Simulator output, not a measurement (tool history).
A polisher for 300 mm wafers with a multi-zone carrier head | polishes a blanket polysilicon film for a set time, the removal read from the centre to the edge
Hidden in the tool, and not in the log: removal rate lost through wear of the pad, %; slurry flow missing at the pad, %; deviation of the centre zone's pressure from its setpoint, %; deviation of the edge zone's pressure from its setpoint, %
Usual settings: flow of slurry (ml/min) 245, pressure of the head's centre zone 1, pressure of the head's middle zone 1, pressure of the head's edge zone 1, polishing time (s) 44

run,hour,flow of slurry (ml/min),pressure of the head's centre zone,pressure of the head's middle zone,pressure of the head's edge zone,polishing time (s),wafers since the last listed run,wafers polished on this pad,hours since the slurry nozzle was cleaned,hours since the centre zone pressure was calibrated,hours since the edge zone pressure was calibrated,hours since the carrier head's membrane was replaced,"incoming thickness of the incoming film, nm",film removed at the wafer's centre (angstrom),film removed at mid-radius (angstrom),film removed at the wafer's edge (angstrom)
1,0,245,1,1,1,44,0,1676,503.9,107.2,572.7,616.7,1780,3419,3722,3419
2,69.2,245,1,1,1,44,1280,2957,573.1,176.4,641.9,685.9,1786.7,3550,3715,3427
3,146.3,245,1,1,1,44,1426,4383,650.2,253.5,719,763,1812.4,3413,3746,3449
# hour 182.1: worn pad replaced by a new one
4,222.9,245,1,0.92,1,44,1343,754,726.8,330.1,795.6,839.6,1770.7,3447,3457,3428
5,275.3,245,1,0.92,1,44,969,1723,779.2,382.5,848,892,1790.4,3446,3458,3447
6,349.6,245,1,0.92,1,44,1374,3098,853.5,456.8,922.3,966.3,1762.2,3459,3440,3441
# hour 369.2: slurry nozzle cleaned
# hour 400.3: worn pad replaced by a new one
7,407.4,245,1.06,1,1,44,977,131,38.2,514.6,980.1,1024.1,1822.3,3658,3766,3429
8,461.8,245,1.06,1,1,44,1006,1137,92.6,569,1034.5,1078.5,1796.9,3593,3701,3396
# hour 490.4: edge zone pressure recalibrated
9,508.6,245,1,1,1.04,44,829,1966,139.4,615.8,18.2,1125.3,1821,3334,3734,3487
10,573.8,180,0.91,1,0.97,44,1206,3173,204.6,681,83.4,1190.5,1763.4,2891,3632,3305
# hour 671.4: worn pad replaced by a new one, of another model than before
# hour 672.3: centre zone pressure recalibrated
11,673.9,245,1,1,1,44,1761,30,304.7,1.6,183.5,1290.6,1811.1,3525,3764,3419
12,710.7,245,1,1,1,44,680,710,341.5,38.4,220.3,1327.4,1821.8,3507,3760,3430
# hour 758.5: carrier head's membrane replaced by a new one
13,807,245,1.08,1,1.07,44,1689,2400,437.8,134.7,316.6,48.5,1801.5,3741,3714,3495
14,891.3,245,1,1,1.09,44,1559,3960,522.1,219,400.9,132.8,1779.2,3533,3678,3620
# hour 945.6: worn pad replaced by a new one
15,976.7,245,1,1,1.04,44,1506,575,607.5,304.4,486.3,218.2,1797.6,3490,3683,3510
16,1067.5,325,1.11,1,1.06,44,1680,2255,698.3,395.2,577.1,309,1786.5,3991,3781,3604
17,1160.1,245,1,1,0.95,44,1713,3969,790.9,487.8,669.7,401.6,1798.6,3399,3682,3347
# hour 1171.1: worn pad replaced by a new one
# hour 1179.4: slurry nozzle cleaned
18,1197.6,280,1,1,0.88,44,601,472,18.2,525.3,707.2,439.1,1830.4,3454,3766,3238

Forecast each of these 5 alternatives for the next run:
A,1198,245,1,1,1,44,7,479,18.6,525.7,707.6,439.5,1773.6,?,?,?
B,1198,245,1,1.07,0.96,37,7,479,18.6,525.7,707.6,439.5,1773.6,?,?,?
C,1198,245,0.94,1.07,1.04,32,7,479,18.6,525.7,707.6,439.5,1773.6,?,?,?
D,1198,245,0.94,1.05,0.96,59,7,479,18.6,525.7,707.6,439.5,1773.6,?,?,?
E,1198,245,1.05,1,1,44,7,479,18.6,525.7,707.6,439.5,1773.6,?,?,?

run,film removed at the wafer's centre (angstrom),film removed at mid-radius (angstrom),film removed at the wafer's edge (angstrom)
A,3371,3703,3400
B,2836,3298,2801
C,2304,2853,2518
D,4248,5177,4467
E,3541,3702,3400
Without the tool's hidden state the same runs would have given:
run,film removed at the wafer's centre (angstrom),film removed at mid-radius (angstrom),film removed at the wafer's edge (angstrom)
A,3465,3703,3400
B,2915,3298,2801
C,2369,2853,2518
D,4367,5177,4467
E,3640,3702,3400
